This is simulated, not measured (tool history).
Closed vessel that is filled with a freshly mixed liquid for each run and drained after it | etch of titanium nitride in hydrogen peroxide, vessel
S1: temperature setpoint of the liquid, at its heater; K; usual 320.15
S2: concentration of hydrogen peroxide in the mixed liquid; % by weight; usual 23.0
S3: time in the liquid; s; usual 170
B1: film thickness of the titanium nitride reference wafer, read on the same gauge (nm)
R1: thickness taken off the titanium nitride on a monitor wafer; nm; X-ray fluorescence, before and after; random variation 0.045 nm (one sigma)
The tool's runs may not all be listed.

| run | hour | S1 | S2 | S3 | B1 | R1 |
|---|---|---|---|---|---|---|
| 1 | 0.0 | 320.15 | 23.0 | 170 | 30.01 | 5.71 |
| 2 | 16.9 | 320.15 | 23.0 | 170 | 30.03 | 5.65 |
| 3 | 105.0 | 320.15 | 23.0 | 170 | 30.01 | 5.75 |
| 4 | 134.0 | 314.65 | 23.0 | 170 | 30.00 | 3.76 |
| 5 | 153.2 | 314.65 | 23.0 | 170 | 30.02 | 3.79 |
| 6 | 172.9 | 314.65 | 23.0 | 170 | 30.00 | 3.83 |
| 7 | 196.7 | 320.15 | 25.0 | 170 | 29.99 | 5.81 |
| 8 | 298.1 | 320.15 | 23.0 | 110 | 30.03 | 3.70 |
| 9 | 312.4 | 320.15 | 23.0 | 125 | 30.01 | 4.23 |
| 10 | 336.9 | 316.15 | 28.0 | 255 | 29.99 | 6.53 |
| 11 | 415.3 | 323.15 | 16.5 | 75 | 30.00 | 2.91 |
| 12 | 438.0 | 313.15 | 28.0 | 120 | 30.04 | 2.47 |
| 13 | 454.0 | 311.15 | 21.0 | 90 | 30.01 | 1.50 |
| 14 | 472.4 | 317.65 | 23.0 | 230 | 29.99 | 6.35 |
| 15 | 486.1 | 327.65 | 27.0 | 170 | 30.00 | 10.31 |
| 16 | 504.6 | 320.15 | 23.0 | 170 | 29.96 | 5.73 |
| 17 | 520.2 | 320.15 | 23.0 | 170 | 29.97 | 5.74 |
| 18 | 548.9 | 312.15 | 19.0 | 195 | 29.97 | 3.52 |
| 19 | 566.4 | 320.15 | 23.0 | 170 | 29.97 | 5.71 |
| 20 | 584.7 | 320.15 | 23.0 | 170 | 29.98 | 5.74 |
| 21 | 608.0 | 320.15 | 17.5 | 110 | 30.02 | 3.52 |
| 22 | 642.6 | 328.65 | 25.5 | 240 | 30.00 | 15.13 |
| 23 | 655.2 | 316.15 | 27.0 | 135 | 30.03 | 3.49 |
| 24 | 677.3 | 320.15 | 23.0 | 170 | 30.00 | 5.67 |
| 25 | 704.5 | 328.65 | 28.5 | 115 | 29.98 | 7.39 |
| 26 | 737.1 | 327.65 | 18.5 | 265 | 30.04 | 14.52 |
| 27 | 767.2 | 320.15 | 21.0 | 90 | 29.99 | 2.99 |
| 28 | 801.2 | 317.15 | 18.5 | 265 | 29.99 | 6.79 |
| 29 | 831.9 | 320.15 | 23.0 | 170 | 30.01 | 5.68 |
| 30 | 859.0 | 326.15 | 20.0 | 265 | 30.01 | 13.36 |

Taken out of this log: 5 entries between the listed runs. Where each belongs, and how the hidden state differs across it:
Between runs 2 and 3: peroxide flow meter replaced (hour 57.0)
  no hidden state differs between the two runs
Between runs 7 and 8: new drum of peroxide connected (hour 251.2)
  no hidden state differs between the two runs
Between runs 10 and 11: thermometer replaced (hour 361.6)
  no hidden state differs between the two runs
Between runs 11 and 12: gauge calibrated (hour 437.8)
  no hidden state differs between the two runs
Between runs 19 and 20: peroxide flow meter replaced (hour 574.5)
  no hidden state differs between the two runs
